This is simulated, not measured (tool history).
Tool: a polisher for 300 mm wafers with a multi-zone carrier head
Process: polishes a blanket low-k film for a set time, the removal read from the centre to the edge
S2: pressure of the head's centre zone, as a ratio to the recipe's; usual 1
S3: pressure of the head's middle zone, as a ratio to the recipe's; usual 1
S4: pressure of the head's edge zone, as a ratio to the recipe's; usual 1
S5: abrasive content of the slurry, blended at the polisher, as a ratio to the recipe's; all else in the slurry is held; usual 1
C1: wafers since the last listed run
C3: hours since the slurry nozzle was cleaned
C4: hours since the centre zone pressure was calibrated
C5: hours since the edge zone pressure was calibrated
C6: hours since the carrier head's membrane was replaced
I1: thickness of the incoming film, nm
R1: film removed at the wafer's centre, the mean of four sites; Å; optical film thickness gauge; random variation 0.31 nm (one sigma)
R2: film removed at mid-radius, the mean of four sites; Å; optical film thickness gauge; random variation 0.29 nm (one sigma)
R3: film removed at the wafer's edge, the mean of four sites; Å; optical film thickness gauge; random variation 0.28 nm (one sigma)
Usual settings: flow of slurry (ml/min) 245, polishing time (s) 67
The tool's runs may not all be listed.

run 1 day=0 | flow_of_slurry_(ml/min)=245 S2=1 S3=1 S4=1 S5=1 polishing_time_(s)=67 | C1=0 wafers_polished_on_this_pad=865 C3=584.8 C4=1380.1 C5=286.9 C6=1153.4 | I1=446.4 | R1=268 R2=265 R3=275
run 2 day=0.733 | flow_of_slurry_(ml/min)=245 S2=1 S3=1 S4=1 S5=1 polishing_time_(s)=67 | C1=111 wafers_polished_on_this_pad=977 C3=602.4 C4=1397.7 C5=304.5 C6=1171 | I1=445.5 | R1=262 R2=264 R3=275
-- day=0.921 edge zone pressure recalibrated
run 3 day=1.075 | flow_of_slurry_(ml/min)=245 S2=1 S3=1 S4=1 S5=1.15 polishing_time_(s)=67 | C1=39 wafers_polished_on_this_pad=1017 C3=610.6 C4=1405.9 C5=3.7 C6=1179.2 | I1=444.1 | R1=277 R2=273 R3=286
run 4 day=1.4 | flow_of_slurry_(ml/min)=245 S2=1 S3=1 S4=1 S5=1.15 polishing_time_(s)=67 | C1=49 wafers_polished_on_this_pad=1067 C3=618.4 C4=1413.7 C5=11.5 C6=1187 | I1=435.9 | R1=272 R2=271 R3=290
run 5 day=1.912 | flow_of_slurry_(ml/min)=245 S2=1 S3=1 S4=1 S5=1 polishing_time_(s)=67 | C1=78 wafers_polished_on_this_pad=1145 C3=630.7 C4=1426 C5=23.8 C6=1199.3 | I1=434.1 | R1=261 R2=257 R3=271
-- day=2.175 worn pad replaced by a new one
run 6 day=2.212 | flow_of_slurry_(ml/min)=245 S2=1 S3=1 S4=0.94 S5=1 polishing_time_(s)=67 | C1=20 wafers_polished_on_this_pad=5 C3=637.9 C4=1433.2 C5=31 C6=1206.5 | I1=448 | R1=291 R2=288 R3=296
run 7 day=2.712 | flow_of_slurry_(ml/min)=245 S2=1 S3=1 S4=1 S5=1 polishing_time_(s)=56 | C1=76 wafers_polished_on_this_pad=81 C3=649.9 C4=1445.2 C5=43 C6=1218.5 | I1=433.1 | R1=241 R2=237 R3=253
run 8 day=2.967 | flow_of_slurry_(ml/min)=245 S2=1 S3=1 S4=1 S5=1 polishing_time_(s)=67 | C1=38 wafers_polished_on_this_pad=120 C3=656 C4=1451.3 C5=49.1 C6=1224.6 | I1=440.9 | R1=290 R2=288 R3=292
run 9 day=3.688 | flow_of_slurry_(ml/min)=245 S2=1 S3=1 S4=1 S5=1 polishing_time_(s)=49 | C1=110 wafers_polished_on_this_pad=230 C3=673.3 C4=1468.6 C5=66.4 C6=1241.9 | I1=434.7 | R1=205 R2=204 R3=214
-- day=4.075 slurry nozzle cleaned
run 10 day=4.304 | flow_of_slurry_(ml/min)=245 S2=1 S3=1 S4=1 S5=1 polishing_time_(s)=67 | C1=87 wafers_polished_on_this_pad=318 C3=5.5 C4=1483.4 C5=81.2 C6=1256.7 | I1=439.1 | R1=289 R2=280 R3=287
-- day=5.117 centre zone pressure recalibrated
run 11 day=5.138 | flow_of_slurry_(ml/min)=245 S2=1 S3=1 S4=1 S5=1 polishing_time_(s)=67 | C1=114 wafers_polished_on_this_pad=433 C3=25.5 C4=0.5 C5=101.2 C6=1276.7 | I1=443.3 | R1=284 R2=275 R3=286
-- day=5.654 carrier head's membrane replaced by a new one
run 12 day=5.667 | flow_of_slurry_(ml/min)=245 S2=1 S3=1.11 S4=1 S5=1 polishing_time_(s)=44 | C1=48 wafers_polished_on_this_pad=482 C3=38.2 C4=13.2 C5=113.9 C6=0.3 | I1=434.2 | R1=183 R2=194 R3=188
run 13 day=6.196 | flow_of_slurry_(ml/min)=245 S2=1 S3=0.88 S4=1 S5=1.15 polishing_time_(s)=67 | C1=80 wafers_polished_on_this_pad=562 C3=50.9 C4=25.9 C5=126.6 C6=13 | I1=443.9 | R1=289 R2=249 R3=303
run 14 day=6.6 | flow_of_slurry_(ml/min)=245 S2=1 S3=1 S4=1 S5=1 polishing_time_(s)=67 | C1=61 wafers_polished_on_this_pad=624 C3=60.6 C4=35.6 C5=136.3 C6=22.7 | I1=443.7 | R1=269 R2=268 R3=281
run 15 day=6.975 | flow_of_slurry_(ml/min)=205 S2=1.04 S3=1 S4=1 S5=1 polishing_time_(s)=51 | C1=57 wafers_polished_on_this_pad=681 C3=69.6 C4=44.6 C5=145.3 C6=31.7 | I1=431.5 | R1=209 R2=199 R3=208
run 16 day=7.521 | flow_of_slurry_(ml/min)=205 S2=1.04 S3=1 S4=1 S5=1 polishing_time_(s)=51 | C1=83 wafers_polished_on_this_pad=765 C3=82.7 C4=57.7 C5=158.4 C6=44.8 | I1=432.5 | R1=212 R2=199 R3=210
run 17 day=7.804 | flow_of_slurry_(ml/min)=245 S2=1 S3=1.08 S4=1.1 S5=1 polishing_time_(s)=67 | C1=43 wafers_polished_on_this_pad=808 C3=89.5 C4=64.5 C5=165.2 C6=51.6 | I1=440.3 | R1=268 R2=277 R3=286
run 18 day=8.112 | flow_of_slurry_(ml/min)=285 S2=1 S3=1 S4=1 S5=0.8 polishing_time_(s)=85 | C1=47 wafers_polished_on_this_pad=855 C3=96.9 C4=71.9 C5=172.6 C6=59 | I1=436.3 | R1=316 R2=310 R3=326
run 19 day=8.442 | flow_of_slurry_(ml/min)=245 S2=1 S3=1 S4=1 S5=1 polishing_time_(s)=67 | C1=50 wafers_polished_on_this_pad=905 C3=104.8 C4=79.8 C5=180.5 C6=66.9 | I1=437.7 | R1=266 R2=260 R3=272
run 20 day=8.954 | flow_of_slurry_(ml/min)=245 S2=1 S3=1 S4=0.9 S5=1.2 polishing_time_(s)=67 | C1=78 wafers_polished_on_this_pad=984 C3=117.1 C4=92.1 C5=192.8 C6=79.2 | I1=439.5 | R1=283 R2=276 R3=282
run 21 day=9.379 | flow_of_slurry_(ml/min)=245 S2=1.07 S3=0.97 S4=1 S5=1.25 polishing_time_(s)=67 | C1=64 wafers_polished_on_this_pad=1049 C3=127.3 C4=102.3 C5=203 C6=89.4 | I1=437.4 | R1=303 R2=273 R3=291

Forecast each of these 5 alternatives for the next run:
run A day=9.396 | flow_of_slurry_(ml/min)=245 S2=1 S3=1 S4=0.9 S5=1 polishing_time_(s)=67 | C1=2 wafers_polished_on_this_pad=1051 C3=127.7 C4=102.7 C5=203.4 C6=89.8 | I1=435.1 | R1=? R2=? R3=?
run B day=9.396 | flow_of_slurry_(ml/min)=320 S2=1 S3=1 S4=1 S5=0.7 polishing_time_(s)=67 | C1=2 wafers_polished_on_this_pad=1051 C3=127.7 C4=102.7 C5=203.4 C6=89.8 | I1=435.1 | R1=? R2=? R3=?
run C day=9.396 | flow_of_slurry_(ml/min)=300 S2=0.95 S3=1 S4=1 S5=1 polishing_time_(s)=54 | C1=2 wafers_polished_on_this_pad=1051 C3=127.7 C4=102.7 C5=203.4 C6=89.8 | I1=435.1 | R1=? R2=? R3=?
run D day=9.396 | flow_of_slurry_(ml/min)=245 S2=1 S3=1 S4=0.92 S5=1 polishing_time_(s)=51 | C1=2 wafers_polished_on_this_pad=1051 C3=127.7 C4=102.7 C5=203.4 C6=89.8 | I1=435.1 | R1=? R2=? R3=?
run E day=9.396 | flow_of_slurry_(ml/min)=195 S2=1 S3=1 S4=1.04 S5=1 polishing_time_(s)=78 | C1=2 wafers_polished_on_this_pad=1051 C3=127.7 C4=102.7 C5=203.4 C6=89.8 | I1=435.1 | R1=? R2=? R3=?

run=A R1=261 R2=258 R3=258
run=B R1=234 R2=229 R3=237
run=C R1=204 R2=211 R3=219
run=D R1=199 R2=196 R3=198
run=E R1=297 R2=293 R3=311
Without the tool's hidden state the same runs would have given:
run=A R1=291 R2=287 R3=287
run=B R1=260 R2=255 R3=264
run=C R1=227 R2=235 R3=243
run=D R1=221 R2=218 R3=220
run=E R1=330 R2=326 R3=346
